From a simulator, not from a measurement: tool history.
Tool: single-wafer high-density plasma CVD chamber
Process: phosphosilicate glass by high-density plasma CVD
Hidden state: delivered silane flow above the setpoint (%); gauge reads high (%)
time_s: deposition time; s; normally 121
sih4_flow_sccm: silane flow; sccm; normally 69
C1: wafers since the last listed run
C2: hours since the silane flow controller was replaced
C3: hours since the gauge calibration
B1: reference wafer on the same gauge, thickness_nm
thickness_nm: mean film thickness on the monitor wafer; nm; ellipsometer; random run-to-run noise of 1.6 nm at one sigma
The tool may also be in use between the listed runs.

run 1 hour=0 | time_s=121 sih4_flow_sccm=69 | C1=0 C2=1812.2 C3=90.6 | B1=831.926 | thickness_nm=799.11
run 2 hour=11.9 | time_s=121 sih4_flow_sccm=69 | C1=183 C2=1824.1 C3=102.5 | B1=832.041 | thickness_nm=800.675
run 3 hour=25.6 | time_s=121 sih4_flow_sccm=69 | C1=210 C2=1837.8 C3=116.2 | B1=831.547 | thickness_nm=798.717
run 4 hour=54.7 | time_s=121 sih4_flow_sccm=69 | C1=447 C2=1866.9 C3=145.3 | B1=832.393 | thickness_nm=801.039
run 5 hour=65.4 | time_s=121 sih4_flow_sccm=69 | C1=164 C2=1877.6 C3=156 | B1=831.944 | thickness_nm=798.462
run 6 hour=74.2 | time_s=137 sih4_flow_sccm=62 | C1=135 C2=1886.4 C3=164.8 | B1=832.589 | thickness_nm=813.919
run 7 hour=84.5 | time_s=121 sih4_flow_sccm=69 | C1=158 C2=1896.7 C3=175.1 | B1=832.603 | thickness_nm=799.348
run 8 hour=96.6 | time_s=121 sih4_flow_sccm=69 | C1=186 C2=1908.8 C3=187.2 | B1=831.918 | thickness_nm=800.063
run 9 hour=104.9 | time_s=121 sih4_flow_sccm=69 | C1=127 C2=1917.1 C3=195.5 | B1=831.806 | thickness_nm=796.312
run 10 hour=113.3 | time_s=128 sih4_flow_sccm=61 | C1=129 C2=1925.5 C3=203.9 | B1=831.944 | thickness_nm=746.312
run 11 hour=125.9 | time_s=128 sih4_flow_sccm=61 | C1=193 C2=1938.1 C3=216.5 | B1=832.068 | thickness_nm=749.814
run 12 hour=133.5 | time_s=128 sih4_flow_sccm=61 | C1=116 C2=1945.7 C3=224.1 | B1=832.318 | thickness_nm=747.445
run 13 hour=144.6 | time_s=121 sih4_flow_sccm=74 | C1=170 C2=1956.8 C3=235.2 | B1=832.591 | thickness_nm=858.11
run 14 hour=158.3 | time_s=121 sih4_flow_sccm=69 | C1=210 C2=1970.5 C3=248.9 | B1=832.015 | thickness_nm=797.951
run 15 hour=168.1 | time_s=134 sih4_flow_sccm=74 | C1=150 C2=1980.3 C3=258.7 | B1=831.848 | thickness_nm=946.669
-- hour=181.6 silane flow controller replaced
run 16 hour=182.1 | time_s=100 sih4_flow_sccm=64 | C1=92 C2=0.5 C3=272.7 | B1=831.599 | thickness_nm=645.798
run 17 hour=194.7 | time_s=121 sih4_flow_sccm=76 | C1=193 C2=13.1 C3=285.3 | B1=831.968 | thickness_nm=927.163
run 18 hour=203.2 | time_s=121 sih4_flow_sccm=69 | C1=130 C2=21.6 C3=293.8 | B1=831.641 | thickness_nm=841.907
run 19 hour=218.1 | time_s=121 sih4_flow_sccm=69 | C1=229 C2=36.5 C3=308.7 | B1=831.921 | thickness_nm=840.605
run 20 hour=231.6 | time_s=139 sih4_flow_sccm=73 | C1=207 C2=50 C3=322.2 | B1=832.211 | thickness_nm=1018.809
run 21 hour=245.8 | time_s=121 sih4_flow_sccm=81 | C1=218 C2=64.2 C3=336.4 | B1=831.849 | thickness_nm=988.657
run 22 hour=263 | time_s=134 sih4_flow_sccm=78 | C1=264 C2=81.4 C3=353.6 | B1=832.019 | thickness_nm=1048.356
-- hour=270.8 gauge calibrated
run 23 hour=278.2 | time_s=111 sih4_flow_sccm=79 | C1=233 C2=96.6 C3=7.4 | B1=831.746 | thickness_nm=878.659
run 24 hour=326.6 | time_s=121 sih4_flow_sccm=69 | C1=744 C2=145 C3=55.8 | B1=832.219 | thickness_nm=833.298
run 25 hour=335 | time_s=121 sih4_flow_sccm=69 | C1=129 C2=153.4 C3=64.2 | B1=831.974 | thickness_nm=837.337
run 26 hour=352.2 | time_s=143 sih4_flow_sccm=79 | C1=264 C2=170.6 C3=81.4 | B1=832.424 | thickness_nm=1124.392

Measured less the same run without the tool's hidden state. The same run-to-run variation is in both; the gauge's scatter may not be:
run=1 thickness_nm=-50.288
run=2 thickness_nm=-50.471
run=3 thickness_nm=-50.442
run=4 thickness_nm=-50.787
run=5 thickness_nm=-50.694
run=6 thickness_nm=-51.735
run=7 thickness_nm=-50.875
run=8 thickness_nm=-50.997
run=9 thickness_nm=-50.81
run=10 thickness_nm=-47.669
run=11 thickness_nm=-47.964
run=12 thickness_nm=-47.855
run=13 thickness_nm=-55.012
run=14 thickness_nm=-51.236
run=15 thickness_nm=-60.852
run=16 thickness_nm=-5.104
run=17 thickness_nm=-8.284
run=18 thickness_nm=-8.102
run=19 thickness_nm=-9.089
run=20 thickness_nm=-12.096
run=21 thickness_nm=-12.823
run=22 thickness_nm=-14.967
run=23 thickness_nm=-13.541
run=24 thickness_nm=-15.743
run=25 thickness_nm=-16.31
run=26 thickness_nm=-23.227
